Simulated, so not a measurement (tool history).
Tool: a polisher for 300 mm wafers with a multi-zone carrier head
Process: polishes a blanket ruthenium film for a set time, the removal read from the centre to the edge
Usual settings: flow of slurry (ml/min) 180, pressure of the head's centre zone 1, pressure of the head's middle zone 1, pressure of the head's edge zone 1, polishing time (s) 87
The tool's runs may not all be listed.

run	hour	flow of slurry (ml/min)	pressure of the head's centre zone	pressure of the head's middle zone	pressure of the head's edge zone	polishing time (s)	incoming thickness of the incoming film, nm	film removed at the wafer's centre (nm)	film removed at mid-radius (nm)	film removed at the wafer's edge (nm)
1	0	160	1	1	1	87	604.6	82.7	82.9	84.6
2	17.7	160	1	1	1	87	599	81.3	83.1	82.8
3	34.7	160	1	1	1	87	607.8	82.4	83.3	83.8
4	50.8	180	1	0.92	1	87	605.7	85.7	80.6	86.6
5	58.6	180	1	0.92	1	87	607.9	84.1	80.4	85.7
6	73.6	180	1	0.92	1	87	599.3	83	79	86.6
7	88.3	150	1	1	1	87	594	78.5	80.4	82.6
8	105.7	150	1	1	1	87	603.9	89.6	90.9	88.1
9	111.9	150	1	1	1	87	598.1	90.2	90.7	87.8
10	123.7	180	1	1	0.94	87	602.4	95.3	94.8	89.3
11	140.6	240	0.96	1.12	1.03	87	592.6	92	103.2	92.5
12	162.1	180	1.09	1.1	1	87	610.9	98.7	98.7	89.1
13	175.8	235	1	1	1	96	605.8	105.2	104.8	103.6
14	188.3	180	1	1	1.08	117	601	123.8	121.9	122.7
15	232.1	205	1.06	1	1	87	596.3	100.1	94.4	91.6
16	249.9	180	1	1	1	87	601.2	92.4	91.2	88.4
17	264.7	140	1.09	1	0.94	77	598.9	84.2	77.4	74.5
18	277.2	230	1	1.04	0.96	115	598	123.3	130.5	120.4
19	295	180	1	1	1	87	597.6	90.7	90.7	89.3
20	312.1	180	1	0.92	1	87	605.2	90.8	84.6	89.9
21	335.3	180	1	0.93	1	87	600	93.2	86.4	88.2
22	351.7	115	1	1.05	0.95	87	597.7	80.4	86.8	83

Not shown: 8 entries that the log had between the listed runs. Between which runs, and how does the tool's hidden state differ before and after?
Between runs 3 and 4: worn pad replaced by a new one (hour 47.2)
  slurry flow missing at the pad, %: 34.2 -> 35.1
  measured less the result without the state, film removed at the wafer's centre (nm): -8.5 -> -8.1; film removed at mid-radius (nm): -7.6 -> -6.8; film removed at the wafer's edge (nm): -5.3 -> -5.1
Between runs 7 and 8: slurry nozzle cleaned (hour 101.6)
  slurry flow missing at the pad, %: 37 -> 1.62
  measured less the result without the state, film removed at the wafer's centre (nm): -9.8 -> -0.3; film removed at mid-radius (nm): -8.7 -> -0.3; film removed at the wafer's edge (nm): -6.2 -> -0.1
Between runs 10 and 11: worn pad replaced by a new one (hour 138.1)
  slurry flow missing at the pad, %: 2.55 -> 3.41
  measured less the result without the state, film removed at the wafer's centre (nm): -0.5 -> -0.4; film removed at mid-radius (nm): -0.3 -> -0.4; film removed at the wafer's edge (nm): -0.3 -> -0.3
Between runs 14 and 15: centre zone pressure recalibrated (hour 193.8); worn pad replaced by a new one (hour 231.6)
  slurry flow missing at the pad, %: 5.86 -> 8.11
  measured less the result without the state, film removed at the wafer's centre (nm): -1.3 -> -1.3; film removed at mid-radius (nm): -1.1 -> -1.1; film removed at the wafer's edge (nm): -0.9 -> -0.8
Between runs 15 and 16: carrier head's membrane replaced by a new one (hour 249.4)
  slurry flow missing at the pad, %: 8.11 -> 9.02
  measured less the result without the state, film removed at the wafer's centre (nm): -1.3 -> -1.6; film removed at mid-radius (nm): -1.1 -> -1.4; film removed at the wafer's edge (nm): -0.8 -> -1
Between runs 16 and 17: edge zone pressure recalibrated (hour 255.1)
  slurry flow missing at the pad, %: 9.02 -> 9.78
  measured less the result without the state, film removed at the wafer's centre (nm): -1.6 -> -2; film removed at mid-radius (nm): -1.4 -> -1.6; film removed at the wafer's edge (nm): -1 -> -1.1
Between runs 20 and 21: worn pad replaced by a new one (hour 324.3)
  slurry flow missing at the pad, %: 12.2 -> 13.4
  measured less the result without the state, film removed at the wafer's centre (nm): -2.2 -> -2.5; film removed at mid-radius (nm): -1.8 -> -2; film removed at the wafer's edge (nm): -1.4 -> -1.5

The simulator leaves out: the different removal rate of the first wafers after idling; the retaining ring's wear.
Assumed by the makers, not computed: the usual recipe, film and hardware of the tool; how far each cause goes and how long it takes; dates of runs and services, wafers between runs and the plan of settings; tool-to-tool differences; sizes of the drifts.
